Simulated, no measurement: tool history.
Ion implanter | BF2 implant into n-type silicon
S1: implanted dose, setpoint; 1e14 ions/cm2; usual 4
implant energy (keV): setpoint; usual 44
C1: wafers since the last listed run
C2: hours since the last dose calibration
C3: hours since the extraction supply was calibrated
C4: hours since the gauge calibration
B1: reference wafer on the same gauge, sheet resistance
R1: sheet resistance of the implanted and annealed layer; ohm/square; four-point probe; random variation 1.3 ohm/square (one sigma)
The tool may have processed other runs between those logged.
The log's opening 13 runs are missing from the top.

At hour 541.8: Faraday cup replaced and dose calibrated.
Run 14, hour 573: usual settings; C1 942; C2 31.2; C3 296.2; C4 104.3; B1 224.01. Result: R1 266.52 ohm/square.
Run 15, hour 623.3: usual settings but S1 3.02 1e14 ions/cm2; C1 1288; C2 81.5; C3 346.5; C4 154.6; B1 224.01. Result: R1 345.87 ohm/square.
Run 16, hour 650.3: usual settings but S1 4.92 1e14 ions/cm2; C1 691; C2 108.5; C3 373.5; C4 181.6; B1 224.38. Result: R1 221.1 ohm/square.
Run 17, hour 711.8: usual settings; C1 1575; C2 170; C3 435; C4 243.1; B1 223.93. Result: R1 267.77 ohm/square.
Run 18, hour 781.1: usual settings but S1 5.19 1e14 ions/cm2; C1 1775; C2 239.3; C3 504.3; C4 312.4; B1 223.7. Result: R1 210.37 ohm/square.
Run 19, hour 818: usual settings but S1 4.84 1e14 ions/cm2, implant energy (keV) 50; C1 945; C2 276.2; C3 541.2; C4 349.3; B1 223.76. Result: R1 222.14 ohm/square.
Run 20, hour 875.3: usual settings but S1 4.47 1e14 ions/cm2; C1 1468; C2 333.5; C3 598.5; C4 406.6; B1 223.9. Result: R1 243.54 ohm/square.
Run 21, hour 921: usual settings but implant energy (keV) 37; C1 1170; C2 379.2; C3 644.2; C4 452.3; B1 223.73. Result: R1 272.66 ohm/square.
Run 22, hour 975.9: usual settings but S1 5.17 1e14 ions/cm2; C1 1406; C2 434.1; C3 699.1; C4 507.2; B1 223.72. Result: R1 212.62 ohm/square.
Run 23, hour 1008.8: usual settings but S1 4.67 1e14 ions/cm2, implant energy (keV) 29.5; C1 842; C2 467; C3 732; C4 540.1; B1 223.96. Result: R1 246.19 ohm/square.
Run 24, hour 1038: usual settings but S1 3.33 1e14 ions/cm2, implant energy (keV) 53.5; C1 748; C2 496.2; C3 761.2; C4 569.3; B1 223.95. Result: R1 311.23 ohm/square.
Run 25, hour 1064.2: usual settings but S1 3.07 1e14 ions/cm2, implant energy (keV) 50.5; C1 671; C2 522.4; C3 787.4; C4 595.5; B1 224.34. Result: R1 335.26 ohm/square.
Run 26, hour 1124: usual settings but S1 2.91 1e14 ions/cm2, implant energy (keV) 54.5; C1 1532; C2 582.2; C3 847.2; C4 655.3; B1 223.67. Result: R1 349.1 ohm/square.
Run 27, hour 1161.6: usual settings; C1 963; C2 619.8; C3 884.8; C4 692.9; B1 224.31. Result: R1 265.37 ohm/square.
Run 28, hour 1227: usual settings; C1 1675; C2 685.2; C3 950.2; C4 758.3; B1 224.19. Result: R1 268.23 ohm/square.
Run 29, hour 1276.2: usual settings but implant energy (keV) 52; C1 1260; C2 734.4; C3 999.4; C4 807.5; B1 223.78. Result: R1 264.15 ohm/square.
Run 30, hour 1307.3: usual settings but S1 3.08 1e14 ions/cm2, implant energy (keV) 51.5; C1 796; C2 765.5; C3 1030.5; C4 838.6; B1 224. Result: R1 334.21 ohm/square.
Run 31, hour 1341.4: usual settings; C1 873; C2 799.6; C3 1064.6; C4 872.7; B1 223.91. Result: R1 267.01 ohm/square.
Run 32, hour 1392.8: usual settings but S1 4.53 1e14 ions/cm2, implant energy (keV) 31.5; C1 1316; C2 851; C3 1116; C4 924.1; B1 223.93. Result: R1 249.43 ohm/square.
Run 33, hour 1436: usual settings; C1 1106; C2 894.2; C3 1159.2; C4 967.3; B1 224.57. Result: R1 268.96 ohm/square.
Run 34, hour 1471.4: usual settings but S1 4.65 1e14 ions/cm2, implant energy (keV) 30.5; C1 906; C2 929.6; C3 1194.6; C4 1002.7; B1 224.26. Result: R1 247.87 ohm/square.
Run 35, hour 1532: usual settings; C1 1552; C2 990.2; C3 1255.2; C4 1063.3; B1 223.96. Result: R1 268.49 ohm/square.
Run 36, hour 1601.5: usual settings but S1 4.81 1e14 ions/cm2, implant energy (keV) 36.5; C1 1780; C2 1059.7; C3 1324.7; C4 1132.8; B1 223.7. Result: R1 233.73 ohm/square.

Below are 5 alternative next runs, each starting from the tool's condition after run 36. Predict each:
Run A, hour 1601.9: usual settings but implant energy (keV) 55; C1 10; C2 1060.1; C3 1325.1; C4 1133.2; B1 ?. Result: R1 ?.
Run B, hour 1601.9: usual settings but S1 3.57 1e14 ions/cm2, implant energy (keV) 53; C1 10; C2 1060.1; C3 1325.1; C4 1133.2; B1 ?. Result: R1 ?.
Run C, hour 1601.9: usual settings but S1 4.63 1e14 ions/cm2, implant energy (keV) 39.5; C1 10; C2 1060.1; C3 1325.1; C4 1133.2; B1 ?. Result: R1 ?.
Run D, hour 1601.9: usual settings but S1 3.28 1e14 ions/cm2, implant energy (keV) 29; C1 10; C2 1060.1; C3 1325.1; C4 1133.2; B1 ?. Result: R1 ?.
Run E, hour 1601.9: usual settings but S1 3.63 1e14 ions/cm2, implant energy (keV) 34.5; C1 10; C2 1060.1; C3 1325.1; C4 1133.2; B1 ?. Result: R1 ?.

run     B1      R1
  A  223.9  261.91
  B  223.9  291.83
  C  223.9   236.9
  D  223.9  330.37
  E  223.9  298.57
Without the tool's unlogged condition, the same runs would have read:
run      R1
  A  259.84
  B  289.52
  C  235.11
  D  327.95
  E  296.28

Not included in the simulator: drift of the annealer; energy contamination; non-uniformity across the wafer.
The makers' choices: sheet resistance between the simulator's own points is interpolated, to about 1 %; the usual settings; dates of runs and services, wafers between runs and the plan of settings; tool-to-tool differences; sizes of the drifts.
